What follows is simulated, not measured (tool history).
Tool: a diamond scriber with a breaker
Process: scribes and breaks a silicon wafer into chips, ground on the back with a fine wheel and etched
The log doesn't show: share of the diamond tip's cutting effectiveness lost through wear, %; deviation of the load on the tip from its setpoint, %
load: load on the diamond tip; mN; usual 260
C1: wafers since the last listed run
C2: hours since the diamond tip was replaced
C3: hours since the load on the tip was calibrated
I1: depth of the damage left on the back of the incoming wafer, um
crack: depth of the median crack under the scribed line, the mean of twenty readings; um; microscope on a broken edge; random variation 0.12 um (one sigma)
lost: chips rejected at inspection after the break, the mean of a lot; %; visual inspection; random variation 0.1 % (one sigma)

{"run": 1, "hour": 0.0, "load": 260, "C1": 0, "C2": 126.4, "C3": 1662.4, "I1": 0.78, "crack": 10.06, "lost": 3.41}
{"run": 2, "hour": 52.0, "load": 260, "C1": 146, "C2": 178.4, "C3": 1714.4, "I1": 0.41, "crack": 9.89, "lost": 3.98}
{"run": 3, "hour": 68.6, "load": 260, "C1": 46, "C2": 195.0, "C3": 1731.0, "I1": 0.49, "crack": 9.87, "lost": 4.1}
{"run": 4, "hour": 77.3, "load": 260, "C1": 24, "C2": 203.7, "C3": 1739.7, "I1": 0.57, "crack": 9.75, "lost": 4.56}
{"run": 5, "hour": 86.9, "load": 282, "C1": 27, "C2": 213.3, "C3": 1749.3, "I1": 0.38, "crack": 10.02, "lost": 2.91}
{"run": 6, "hour": 104.1, "load": 282, "C1": 48, "C2": 230.5, "C3": 1766.5, "I1": 0.55, "crack": 10.23, "lost": 3.11}
{"run": 7, "hour": 119.1, "load": 240, "C1": 42, "C2": 245.5, "C3": 1781.5, "I1": 0.75, "crack": 9.25, "lost": 7.02}
{"run": 8, "hour": 128.7, "load": 213, "C1": 27, "C2": 255.1, "C3": 1791.1, "I1": 0.61, "crack": 8.75, "lost": 10.76}
{"run": 9, "hour": 145.3, "load": 213, "C1": 46, "C2": 271.7, "C3": 1807.7, "I1": 0.33, "crack": 8.57, "lost": 12.38}
{"run": 10, "hour": 151.6, "load": 213, "C1": 17, "C2": 278.0, "C3": 1814.0, "I1": 0.35, "crack": 8.71, "lost": 12.43}
{"run": 11, "hour": 165.4, "load": 260, "C1": 38, "C2": 291.8, "C3": 1827.8, "I1": 0.4, "crack": 9.74, "lost": 5.6}
{"run": 12, "hour": 171.4, "load": 260, "C1": 16, "C2": 297.8, "C3": 1833.8, "I1": 0.71, "crack": 9.58, "lost": 5.09}
{"hour": 176.0, "done": "load on the tip recalibrated"}
{"run": 13, "hour": 187.5, "load": 284, "C1": 39, "C2": 313.9, "C3": 11.5, "I1": 0.37, "crack": 10.29, "lost": 2.83}
{"run": 14, "hour": 201.6, "load": 324, "C1": 39, "C2": 328.0, "C3": 25.6, "I1": 0.43, "crack": 11.15, "lost": 1.47}
{"run": 15, "hour": 217.6, "load": 236, "C1": 45, "C2": 344.0, "C3": 41.6, "I1": 0.62, "crack": 9.06, "lost": 8.46}
{"run": 16, "hour": 235.2, "load": 291, "C1": 49, "C2": 361.6, "C3": 59.2, "I1": 0.31, "crack": 10.34, "lost": 3.1}
{"hour": 241.1, "done": "diamond tip replaced by a new one"}
{"run": 17, "hour": 248.8, "load": 201, "C1": 32, "C2": 7.7, "C3": 72.8, "I1": 0.8, "crack": 9.42, "lost": 6.51}
{"run": 18, "hour": 258.7, "load": 260, "C1": 27, "C2": 17.6, "C3": 82.7, "I1": 0.49, "crack": 11.11, "lost": 1.57}
{"run": 19, "hour": 277.7, "load": 213, "C1": 53, "C2": 36.6, "C3": 101.7, "I1": 0.7, "crack": 9.57, "lost": 5.1}
{"run": 20, "hour": 290.8, "load": 319, "C1": 36, "C2": 49.7, "C3": 114.8, "I1": 0.54, "crack": 12.1, "lost": 2.28}
{"run": 21, "hour": 297.3, "load": 220, "C1": 18, "C2": 56.2, "C3": 121.3, "I1": 0.37, "crack": 9.56, "lost": 5.97}
{"run": 22, "hour": 314.4, "load": 260, "C1": 48, "C2": 73.3, "C3": 138.4, "I1": 0.32, "crack": 10.5, "lost": 2.26}
{"run": 23, "hour": 321.7, "load": 332, "C1": 20, "C2": 80.6, "C3": 145.7, "I1": 0.71, "crack": 12.03, "lost": 2.48}
{"run": 24, "hour": 333.6, "load": 301, "C1": 33, "C2": 92.5, "C3": 157.6, "I1": 0.54, "crack": 11.33, "lost": 1.39}

Forecast each of these 5 alternatives for the next run:
{"run": "A", "hour": 334.3, "load": 219, "C1": 1, "C2": 93.2, "C3": 158.3, "I1": 0.79, "crack": "?", "lost": "?"}
{"run": "B", "hour": 334.3, "load": 317, "C1": 1, "C2": 93.2, "C3": 158.3, "I1": 0.79, "crack": "?", "lost": "?"}
{"run": "C", "hour": 334.3, "load": 200, "C1": 1, "C2": 93.2, "C3": 158.3, "I1": 0.79, "crack": "?", "lost": "?"}
{"run": "D", "hour": 334.3, "load": 196, "C1": 1, "C2": 93.2, "C3": 158.3, "I1": 0.79, "crack": "?", "lost": "?"}
{"run": "E", "hour": 334.3, "load": 231, "C1": 1, "C2": 93.2, "C3": 158.3, "I1": 0.79, "crack": "?", "lost": "?"}

run=A crack=9.45 lost=7.23
run=B crack=11.77 lost=1.87
run=C crack=8.97 lost=10.70
run=D crack=8.86 lost=11.56
run=E crack=9.75 lost=5.53
Without the tool's hidden state the same runs would have given:
run=A crack=10.26 lost=3.37
run=B crack=12.79 lost=4.02
run=C crack=9.74 lost=5.58
run=D crack=9.63 lost=6.18
run=E crack=10.59 lost=2.48
